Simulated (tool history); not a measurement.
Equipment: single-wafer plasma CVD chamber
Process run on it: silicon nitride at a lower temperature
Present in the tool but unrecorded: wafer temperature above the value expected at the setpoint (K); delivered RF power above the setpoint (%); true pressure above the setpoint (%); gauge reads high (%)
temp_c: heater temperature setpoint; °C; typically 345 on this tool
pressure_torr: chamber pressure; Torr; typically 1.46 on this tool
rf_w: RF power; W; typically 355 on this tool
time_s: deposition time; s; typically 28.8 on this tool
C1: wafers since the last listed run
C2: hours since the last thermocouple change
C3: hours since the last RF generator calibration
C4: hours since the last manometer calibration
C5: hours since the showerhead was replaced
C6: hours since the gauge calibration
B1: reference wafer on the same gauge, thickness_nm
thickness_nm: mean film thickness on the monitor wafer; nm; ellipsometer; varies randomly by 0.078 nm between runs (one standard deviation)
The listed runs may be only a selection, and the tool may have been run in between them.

run 1 hour=0 | temp_c=345 pressure_torr=1.46 rf_w=355 time_s=28.8 | C1=0 C2=3068.8 C3=1359.5 C4=1404.1 C5=4812.6 C6=811.2 | B1=40.402 | thickness_nm=35.55
run 2 hour=17.3 | temp_c=345 pressure_torr=1.46 rf_w=355 time_s=28.8 | C1=533 C2=3086.1 C3=1376.8 C4=1421.4 C5=4829.9 C6=828.5 | B1=40.408 | thickness_nm=35.6
run 3 hour=49.8 | temp_c=345 pressure_torr=1.46 rf_w=355 time_s=28.8 | C1=1001 C2=3118.6 C3=1409.3 C4=1453.9 C5=4862.4 C6=861 | B1=40.389 | thickness_nm=35.534
run 4 hour=75.2 | temp_c=345 pressure_torr=1.46 rf_w=355 time_s=28.8 | C1=782 C2=3144 C3=1434.7 C4=1479.3 C5=4887.8 C6=886.4 | B1=40.396 | thickness_nm=35.48
run 5 hour=87.5 | temp_c=345 pressure_torr=1.46 rf_w=355 time_s=28.8 | C1=379 C2=3156.3 C3=1447 C4=1491.6 C5=4900.1 C6=898.7 | B1=40.382 | thickness_nm=35.602
run 6 hour=120.8 | temp_c=345 pressure_torr=1.46 rf_w=355 time_s=28.8 | C1=1026 C2=3189.6 C3=1480.3 C4=1524.9 C5=4933.4 C6=932 | B1=40.366 | thickness_nm=35.539
run 7 hour=133.9 | temp_c=345 pressure_torr=1.46 rf_w=355 time_s=28.8 | C1=403 C2=3202.7 C3=1493.4 C4=1538 C5=4946.5 C6=945.1 | B1=40.404 | thickness_nm=35.625
-- hour=150.3 gauge calibrated
run 8 hour=152.5 | temp_c=357 pressure_torr=1.46 rf_w=355 time_s=28.8 | C1=573 C2=3221.3 C3=1512 C4=1556.6 C5=4965.1 C6=2.2 | B1=40.402 | thickness_nm=35.355
run 9 hour=179.9 | temp_c=357 pressure_torr=1.46 rf_w=355 time_s=28.8 | C1=844 C2=3248.7 C3=1539.4 C4=1584 C5=4992.5 C6=29.6 | B1=40.385 | thickness_nm=35.328
-- hour=207.4 RF generator calibrated
run 10 hour=209.9 | temp_c=345 pressure_torr=1.46 rf_w=355 time_s=28.8 | C1=677 C2=3278.7 C3=2.5 C4=1614 C5=5022.5 C6=59.6 | B1=40.397 | thickness_nm=35.399
run 11 hour=238 | temp_c=345 pressure_torr=1.46 rf_w=355 time_s=28.8 | C1=865 C2=3306.8 C3=30.6 C4=1642.1 C5=5050.6 C6=87.7 | B1=40.385 | thickness_nm=35.457
run 12 hour=257.3 | temp_c=354 pressure_torr=1.46 rf_w=420 time_s=28.8 | C1=594 C2=3326.1 C3=49.9 C4=1661.4 C5=5069.9 C6=107 | B1=40.39 | thickness_nm=39.374
run 13 hour=289.3 | temp_c=358 pressure_torr=1.72 rf_w=380 time_s=24.6 | C1=986 C2=3358.1 C3=81.9 C4=1693.4 C5=5101.9 C6=139 | B1=40.398 | thickness_nm=32.698
-- hour=315.6 thermocouple changed; heater temperature recalibrated
run 14 hour=316.1 | temp_c=345 pressure_torr=1.46 rf_w=355 time_s=28.8 | C1=579 C2=0.5 C3=108.7 C4=1720.2 C5=5128.7 C6=165.8 | B1=40.407 | thickness_nm=35.656
run 15 hour=331.4 | temp_c=345 pressure_torr=1.72 rf_w=355 time_s=25.5 | C1=471 C2=15.8 C3=124 C4=1735.5 C5=5144 C6=181.1 | B1=40.404 | thickness_nm=32.444
run 16 hour=361.1 | temp_c=358 pressure_torr=1.46 rf_w=295 time_s=28.8 | C1=915 C2=45.5 C3=153.7 C4=1765.2 C5=5173.7 C6=210.8 | B1=40.401 | thickness_nm=31.324
run 17 hour=394.1 | temp_c=345 pressure_torr=1.68 rf_w=355 time_s=33 | C1=1016 C2=78.5 C3=186.7 C4=1798.2 C5=5206.7 C6=243.8 | B1=40.394 | thickness_nm=41.945
run 18 hour=416.1 | temp_c=339 pressure_torr=1.3 rf_w=375 time_s=32.5 | C1=677 C2=100.5 C3=208.7 C4=1820.2 C5=5228.7 C6=265.8 | B1=40.398 | thickness_nm=40.826
run 19 hour=433.1 | temp_c=345 pressure_torr=1.46 rf_w=355 time_s=25.7 | C1=523 C2=117.5 C3=225.7 C4=1837.2 C5=5245.7 C6=282.8 | B1=40.405 | thickness_nm=31.763
run 20 hour=457.2 | temp_c=358 pressure_torr=1.46 rf_w=355 time_s=25.4 | C1=742 C2=141.6 C3=249.8 C4=1861.3 C5=5269.8 C6=306.9 | B1=40.405 | thickness_nm=31.213
-- hour=472.1 showerhead replaced
-- hour=492.8 capacitance manometer re-zeroed and calibrated
run 21 hour=493.3 | temp_c=355 pressure_torr=1.46 rf_w=355 time_s=33.2 | C1=619 C2=177.7 C3=285.9 C4=0.5 C5=21.2 C6=343 | B1=40.426 | thickness_nm=40.734
run 22 hour=510.5 | temp_c=345 pressure_torr=1.46 rf_w=355 time_s=28.8 | C1=530 C2=194.9 C3=303.1 C4=17.7 C5=38.4 C6=360.2 | B1=40.404 | thickness_nm=35.478
run 23 hour=534.8 | temp_c=345 pressure_torr=1.46 rf_w=400 time_s=28.8 | C1=748 C2=219.2 C3=327.4 C4=42 C5=62.7 C6=384.5 | B1=40.384 | thickness_nm=38.314
run 24 hour=570.3 | temp_c=350 pressure_torr=1.64 rf_w=290 time_s=33.3 | C1=1094 C2=254.7 C3=362.9 C4=77.5 C5=98.2 C6=420 | B1=40.433 | thickness_nm=36.475

Run 25 comes next. What will it give?
run 25 hour=593.7 | temp_c=335 pressure_torr=1.46 rf_w=355 time_s=28.8 | C1=721 C2=278.1 C3=386.3 C4=100.9 C5=121.6 C6=443.4 | B1=? | thickness_nm=?

{"run 25": {"B1": 40.374, "thickness_nm": 35.631}}
On a tool with no hidden condition, and with the same random variation, this run would have come out at thickness_nm 35.631 nm.

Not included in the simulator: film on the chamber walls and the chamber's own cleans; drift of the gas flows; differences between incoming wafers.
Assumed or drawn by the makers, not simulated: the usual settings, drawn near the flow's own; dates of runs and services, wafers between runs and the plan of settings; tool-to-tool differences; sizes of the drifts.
